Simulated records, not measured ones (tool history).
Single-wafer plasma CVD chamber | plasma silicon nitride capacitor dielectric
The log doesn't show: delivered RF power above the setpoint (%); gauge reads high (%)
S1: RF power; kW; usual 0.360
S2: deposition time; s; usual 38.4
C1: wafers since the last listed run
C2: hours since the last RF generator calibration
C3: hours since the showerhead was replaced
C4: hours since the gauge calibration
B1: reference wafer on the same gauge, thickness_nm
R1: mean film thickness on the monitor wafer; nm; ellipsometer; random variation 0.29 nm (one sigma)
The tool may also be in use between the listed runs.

run,hour,S1,S2,C1,C2,C3,C4,B1,R1
1,0.0,0.360,44.5,0,689.5,4597.2,724.3,47.998,57.065
2,77.1,0.360,32.7,2369,766.6,4674.3,801.4,48.065,42.538
# hour 169.5: RF generator calibrated
3,181.6,0.360,32.7,2966,12.1,4778.8,905.9,47.813,42.278
4,288.9,0.360,38.4,3298,119.4,4886.1,1013.2,47.912,49.354
5,369.8,0.380,43.8,2486,200.3,4967.0,1094.1,47.805,58.050
6,415.4,0.360,38.4,1401,245.9,5012.6,1139.7,47.808,49.916
7,510.2,0.360,38.4,2913,340.7,5107.4,1234.5,47.964,49.735
8,580.0,0.360,38.4,2145,410.5,5177.2,1304.3,47.906,49.285
9,678.1,0.360,38.4,3015,508.6,5275.3,1402.4,47.917,49.091
10,756.1,0.360,38.4,2397,586.6,5353.3,1480.4,47.890,49.748
11,826.8,0.360,38.4,2173,657.3,5424.0,1551.1,47.882,49.787
12,905.2,0.325,35.9,2409,735.7,5502.4,1629.5,47.866,45.425
13,983.5,0.325,35.9,2406,814.0,5580.7,1707.8,47.964,45.626
14,1031.2,0.360,40.5,1466,861.7,5628.4,1755.5,47.963,52.591
15,1095.8,0.325,35.9,1985,926.3,5693.0,1820.1,48.021,45.394
# hour 1104.8: RF generator calibrated
16,1167.2,0.315,34.6,1948,62.4,5764.4,1891.5,47.970,43.069
17,1259.2,0.420,34.5,2827,154.4,5856.4,1983.5,47.916,46.878
18,1349.7,0.360,38.4,2781,244.9,5946.9,2074.0,47.948,50.003
19,1407.6,0.390,45.2,1779,302.8,6004.8,2131.9,47.868,59.960
20,1504.4,0.360,38.4,2975,399.6,6101.6,2228.7,47.804,49.994
# hour 1519.8: showerhead replaced
21,1588.8,0.310,38.4,2348,484.0,69.0,2313.1,47.940,47.583
22,1694.4,0.410,38.4,3245,589.6,174.6,2418.7,47.930,51.486
# hour 1768.2: gauge calibrated
23,1788.1,0.400,38.4,2880,683.3,268.3,19.9,47.894,50.713
24,1832.1,0.305,31.9,1352,727.3,312.3,63.9,47.997,39.685
# hour 2002.1: RF generator calibrated
25,2054.8,0.385,34.6,6599,52.7,535.0,286.6,47.946,45.925
26,2110.7,0.360,41.7,1718,108.6,590.9,342.5,47.935,54.387
27,2218.7,0.330,30.7,3319,216.6,698.9,450.5,47.971,38.536
28,2275.8,0.430,41.2,1755,273.7,756.0,507.6,47.941,55.946

How the hidden state differs across the entries between the runs, from the last listed run before each to the first after it:
Between runs 2 and 3: RF generator calibrated (hour 169.5)
  no hidden state differs between the two runs
Between runs 15 and 16: RF generator calibrated (hour 1104.8)
  no hidden state differs between the two runs
Between runs 20 and 21: showerhead replaced (hour 1519.8)
  no hidden state differs between the two runs
Between runs 22 and 23: gauge calibrated (hour 1768.2)
  no hidden state differs between the two runs
Between runs 24 and 25: RF generator calibrated (hour 2002.1)
  no hidden state differs between the two runs
